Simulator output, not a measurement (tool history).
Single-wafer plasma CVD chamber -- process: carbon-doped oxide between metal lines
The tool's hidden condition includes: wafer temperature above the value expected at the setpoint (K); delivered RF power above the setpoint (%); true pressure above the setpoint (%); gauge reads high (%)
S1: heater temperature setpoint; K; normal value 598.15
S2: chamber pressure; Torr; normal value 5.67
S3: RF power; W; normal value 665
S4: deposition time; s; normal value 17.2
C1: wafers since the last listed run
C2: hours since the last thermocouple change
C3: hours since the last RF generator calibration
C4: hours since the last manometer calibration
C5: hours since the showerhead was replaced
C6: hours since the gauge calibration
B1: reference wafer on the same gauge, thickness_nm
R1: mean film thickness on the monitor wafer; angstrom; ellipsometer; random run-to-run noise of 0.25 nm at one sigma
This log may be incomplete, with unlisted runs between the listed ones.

| run | hour | S1 | S2 | S3 | S4 | C1 | C2 | C3 | C4 | C5 | C6 | B1 | R1 |
|---|---|---|---|---|---|---|---|---|---|---|---|---|---|
| 1 | 0.0 | 606.15 | 5.67 | 665 | 17.2 | 0 | 1886.7 | 1560.7 | 1808.5 | 3253.9 | 407.5 | 110.011 | 1070.40 |
| 2 | 80.8 | 606.15 | 5.67 | 665 | 17.2 | 2088 | 1967.5 | 1641.5 | 1889.3 | 3334.7 | 488.3 | 110.049 | 1070.95 |
| 3 | 178.6 | 606.15 | 5.67 | 665 | 17.2 | 2528 | 2065.3 | 1739.3 | 1987.1 | 3432.5 | 586.1 | 109.987 | 1068.80 |
| 4 | 241.8 | 603.15 | 5.67 | 665 | 15.1 | 1633 | 2128.5 | 1802.5 | 2050.3 | 3495.7 | 649.3 | 109.954 | 952.90 |
| 5 | 324.5 | 603.15 | 5.67 | 665 | 15.1 | 2137 | 2211.2 | 1885.2 | 2133.0 | 3578.4 | 732.0 | 109.991 | 949.75 |
| 6 | 371.0 | 603.15 | 5.67 | 665 | 15.1 | 1202 | 2257.7 | 1931.7 | 2179.5 | 3624.9 | 778.5 | 110.015 | 955.98 |
| 7 | 410.6 | 598.15 | 5.67 | 665 | 17.2 | 1023 | 2297.3 | 1971.3 | 2219.1 | 3664.5 | 818.1 | 110.002 | 1105.80 |
|  | 422.0 | showerhead replaced |
|  | 429.0 | capacitance manometer re-zeroed and calibrated |
|  | 455.8 | thermocouple changed; heater temperature recalibrated |
| 8 | 527.3 | 598.15 | 5.67 | 665 | 17.2 | 2422 | 71.5 | 2088.0 | 98.3 | 105.3 | 934.8 | 110.029 | 1085.92 |
| 9 | 575.3 | 598.15 | 5.67 | 665 | 17.2 | 1240 | 119.5 | 2136.0 | 146.3 | 153.3 | 982.8 | 109.986 | 1081.17 |
|  | 604.0 | RF generator calibrated |
| 10 | 612.3 | 598.15 | 5.67 | 665 | 17.2 | 749 | 156.5 | 8.3 | 183.3 | 190.3 | 1019.8 | 109.990 | 1086.08 |

For run 11, what comes out?
| 11 | 703.3 | 587.15 | 5.67 | 790 | 19.7 | 2352 | 247.5 | 99.3 | 274.3 | 281.3 | 1110.8 | ? | ? |

{"run 11": {"B1": 110.01, "R1": 1473.93}}
Had the tool carried no hidden state, the very same run would have given R1 1471.23 angstrom.

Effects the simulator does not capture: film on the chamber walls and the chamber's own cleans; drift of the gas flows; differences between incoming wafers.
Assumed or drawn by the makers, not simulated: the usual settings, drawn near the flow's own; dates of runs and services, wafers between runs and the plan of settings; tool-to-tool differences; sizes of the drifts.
